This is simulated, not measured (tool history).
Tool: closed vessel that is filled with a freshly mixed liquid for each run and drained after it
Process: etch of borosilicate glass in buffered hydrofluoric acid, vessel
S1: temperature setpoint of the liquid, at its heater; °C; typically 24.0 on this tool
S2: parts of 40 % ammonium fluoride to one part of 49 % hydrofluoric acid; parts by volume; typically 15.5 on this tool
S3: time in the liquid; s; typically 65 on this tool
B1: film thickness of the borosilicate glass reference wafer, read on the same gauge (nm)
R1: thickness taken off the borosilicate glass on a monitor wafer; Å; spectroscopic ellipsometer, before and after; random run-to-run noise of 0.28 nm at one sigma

run 1 hour=0.0 | S1=24.0 S2=15.5 S3=65 | B1=50.03 | R1=502.0
run 2 hour=101.8 | S1=24.0 S2=15.5 S3=65 | B1=50.02 | R1=495.8
run 3 hour=160.1 | S1=24.0 S2=15.5 S3=65 | B1=50.00 | R1=492.1
run 4 hour=222.7 | S1=24.0 S2=15.5 S3=65 | B1=50.00 | R1=491.1
run 5 hour=311.1 | S1=24.0 S2=15.5 S3=65 | B1=49.95 | R1=492.8
-- hour=354.9 hydrofluoric acid flow meter replaced
run 6 hour=395.5 | S1=24.0 S2=15.5 S3=65 | B1=49.99 | R1=509.8
run 7 hour=459.3 | S1=24.0 S2=15.5 S3=65 | B1=50.02 | R1=505.4
run 8 hour=535.2 | S1=24.0 S2=15.5 S3=65 | B1=50.02 | R1=504.7
run 9 hour=620.1 | S1=24.0 S2=19.0 S3=85 | B1=50.02 | R1=539.7
run 10 hour=668.6 | S1=24.0 S2=15.5 S3=65 | B1=50.03 | R1=499.4
run 11 hour=755.6 | S1=24.0 S2=15.5 S3=95 | B1=50.01 | R1=733.1
run 12 hour=817.6 | S1=27.5 S2=15.5 S3=65 | B1=49.98 | R1=602.8
run 13 hour=882.8 | S1=27.5 S2=15.5 S3=65 | B1=49.99 | R1=601.7
run 14 hour=958.0 | S1=28.0 S2=17.0 S3=65 | B1=50.02 | R1=557.7
-- hour=1022.1 gauge calibrated
run 15 hour=1137.9 | S1=22.0 S2=10.5 S3=30 | B1=49.98 | R1=298.2
run 16 hour=1211.8 | S1=24.0 S2=20.0 S3=35 | B1=50.04 | R1=207.2
run 17 hour=1296.9 | S1=26.0 S2=12.5 S3=75 | B1=49.96 | R1=775.0
run 18 hour=1373.3 | S1=24.0 S2=20.0 S3=35 | B1=49.99 | R1=205.2
run 19 hour=1475.9 | S1=24.0 S2=15.5 S3=65 | B1=49.97 | R1=484.3
run 20 hour=1524.5 | S1=26.0 S2=11.5 S3=45 | B1=50.01 | R1=494.7
-- hour=1537.3 thermometer replaced
run 21 hour=1604.5 | S1=20.0 S2=15.5 S3=40 | B1=49.96 | R1=249.7
-- hour=1627.9 hydrofluoric acid flow meter replaced
run 22 hour=1708.6 | S1=24.0 S2=15.5 S3=65 | B1=49.99 | R1=519.1
run 23 hour=1802.0 | S1=20.0 S2=15.5 S3=45 | B1=49.98 | R1=290.1
run 24 hour=2122.4 | S1=24.0 S2=13.5 S3=45 | B1=49.97 | R1=401.7
run 25 hour=2175.5 | S1=28.5 S2=11.5 S3=30 | B1=49.98 | R1=401.8
run 26 hour=2258.5 | S1=24.0 S2=15.5 S3=90 | B1=49.98 | R1=695.6

Run by run, hidden condition taken away, random variation retained:
Hidden state at play: liquid colder than its thermometer reads (K); hydrofluoric acid flow below the setpoint (%); gauge reads high (%).
run=1 R1=530.4
run=2 R1=526.8
run=3 R1=524.4
run=4 R1=525.0
run=5 R1=529.5
run=6 R1=527.5
run=7 R1=524.6
run=8 R1=525.9
run=9 R1=565.0
run=10 R1=523.8
run=11 R1=772.7
run=12 R1=636.9
run=13 R1=637.7
run=14 R1=593.5
run=15 R1=320.5
run=16 R1=221.6
run=17 R1=839.3
run=18 R1=220.9
run=19 R1=529.7
run=20 R1=542.1
run=21 R1=263.8
run=22 R1=529.1
run=23 R1=297.3
run=24 R1=418.3
run=25 R1=419.3
run=26 R1=729.5
